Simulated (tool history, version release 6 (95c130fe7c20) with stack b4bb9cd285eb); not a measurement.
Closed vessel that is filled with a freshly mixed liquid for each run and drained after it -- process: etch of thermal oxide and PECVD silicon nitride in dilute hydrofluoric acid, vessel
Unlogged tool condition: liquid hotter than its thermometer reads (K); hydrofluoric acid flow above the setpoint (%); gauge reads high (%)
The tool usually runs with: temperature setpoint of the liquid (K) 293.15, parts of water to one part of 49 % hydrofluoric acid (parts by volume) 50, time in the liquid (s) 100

run     day  temperature setpoint of the liquid (K)  parts of water to one part of 49 % hydrofluoric acid (parts by volume)  time in the liquid (s)  wafers since the last listed run  hours since the thermometer was replaced  hours since the hydrofluoric acid flow meter was replaced  hours since the gauge calibration  read-back film thickness of the thermal oxide reference wafer, read on the same gauge (nm)  read-back film thickness of the PECVD silicon nitride reference wafer, read on the same gauge (nm)  thickness taken off the thermal oxide on a monitor wafer (angstrom)  thickness taken off the PECVD silicon nitride on a monitor wafer (angstrom)
  1   0.000                                  293.15                                                                      50                     100                                 0                                    1838.1                                                     1401.2                             1309.0                                                                                       79.98                                                                                               50.00                                                                 88.5                                                                         85.4
  2   8.417                                  293.15                                                                      50                     100                             26334                                    2040.1                                                     1603.2                             1511.0                                                                                       79.95                                                                                               50.00                                                                 88.1                                                                         86.7
  3   9.471                                  293.15                                                                      50                     100                              3298                                    2065.4                                                     1628.5                             1536.3                                                                                       80.02                                                                                               49.99                                                                 88.1                                                                         86.0
  4  12.100                                  293.15                                                                      50                     100                              8226                                    2128.5                                                     1691.6                             1599.4                                                                                       80.04                                                                                               49.99                                                                 88.0                                                                         86.4
  5  14.554                                  293.15                                                                      50                     100                              7678                                    2187.4                                                     1750.5                             1658.3                                                                                       80.01                                                                                               49.99                                                                 88.9                                                                         87.1
  6  17.129                                  293.15                                                                      50                     100                              8056                                    2249.2                                                     1812.3                             1720.1                                                                                       80.02                                                                                               50.00                                                                 89.2                                                                         87.5
  7  18.329                                  293.15                                                                      50                     100                              3754                                    2278.0                                                     1841.1                             1748.9                                                                                       80.05                                                                                               49.99                                                                 89.5                                                                         87.3
     19.962  -- hydrofluoric acid flow meter replaced
  8  20.783                                  293.15                                                                      50                     100                              7548                                    2336.9                                                       19.7                             1807.8                                                                                       79.97                                                                                               50.01                                                                 89.9                                                                         87.3
  9  21.800                                  293.15                                                                      50                     100                              3180                                    2361.3                                                       44.1                             1832.2                                                                                       79.97                                                                                               49.98                                                                 89.0                                                                         87.8
 10  24.521                                  297.15                                                                      50                     100                              8513                                    2426.6                                                      109.4                             1897.5                                                                                       80.00                                                                                               49.98                                                                105.5                                                                        114.8
 11  25.933                                  297.15                                                                      50                     100                              4419                                    2460.5                                                      143.3                             1931.4                                                                                       80.02                                                                                               49.98                                                                106.7                                                                        114.8
     26.204  -- gauge calibrated
 12  28.042                                  297.15                                                                      50                     100                              6596                                    2511.1                                                      193.9                               44.1                                                                                       80.05                                                                                               49.97                                                                106.4                                                                        116.0
 13  30.696                                  293.15                                                                      50                     100                              8304                                    2574.8                                                      257.6                              107.8                                                                                       79.96                                                                                               50.00                                                                 88.4                                                                         88.4
 14  33.150                                  290.15                                                                      50                     100                              7678                                    2633.7                                                      316.5                              166.7                                                                                       80.01                                                                                               50.00                                                                 78.7                                                                         72.1
     34.379  -- thermometer replaced
 15  35.162                                  293.15                                                                      50                      65                              6166                                      18.8                                                      364.8                              215.0                                                                                       79.97                                                                                               49.97                                                                 62.1                                                                         63.3
 16  37.438                                  293.15                                                                      65                     100                              7118                                      73.4                                                      419.4                              269.6                                                                                       80.00                                                                                               50.03                                                                 72.4                                                                         75.3
 17  39.821                                  290.15                                                                      25                     130                              7457                                     130.6                                                      476.6                              326.8                                                                                       79.95                                                                                               50.01                                                                226.3                                                                        202.1
 18  40.904                                  293.15                                                                      50                     100                              3389                                     156.6                                                      502.6                              352.8                                                                                       80.03                                                                                               50.00                                                                 95.5                                                                         97.8
 19  42.075                                  293.15                                                                      50                     100                              3663                                     184.7                                                      530.7                              380.9                                                                                       80.04                                                                                               49.99                                                                 94.9                                                                         98.4
     44.454  -- thermometer replaced, repeated, since the last time left the tool worse
 20  48.221                                  293.15                                                                      50                     135                             19098                                      90.4                                                      678.2                              528.4                                                                                       79.98                                                                                               50.00                                                                114.0                                                                        109.2
 21  51.062                                  298.15                                                                      40                     100                              8891                                     158.6                                                      746.4                              596.6                                                                                       79.96                                                                                               50.00                                                                131.7                                                                        141.0
 22  53.512                                  290.15                                                                      75                     135                              7665                                     217.4                                                      805.2                              655.4                                                                                       79.99                                                                                               50.02                                                                 65.9                                                                         59.7

Run 23 is up next; what results do you expect?
 23  55.454                                  298.15                                                                      75                     100                              6075                                     264.0                                                      851.8                              702.0                                                                                           ?                                                                                                   ?                                                                    ?                                                                            ?

read-back film thickness of the thermal oxide reference wafer, read on the same gauge (nm): 79.93
read-back film thickness of the PECVD silicon nitride reference wafer, read on the same gauge (nm): 50.00
thickness taken off the thermal oxide on a monitor wafer (angstrom): 67.7
thickness taken off the PECVD silicon nitride on a monitor wafer (angstrom): 76.8
If the tool had no hidden condition, the same run with the same run-to-run variation would have returned thickness taken off the thermal oxide on a monitor wafer (angstrom) 66.4, thickness taken off the PECVD silicon nitride on a monitor wafer (angstrom) 74.4.
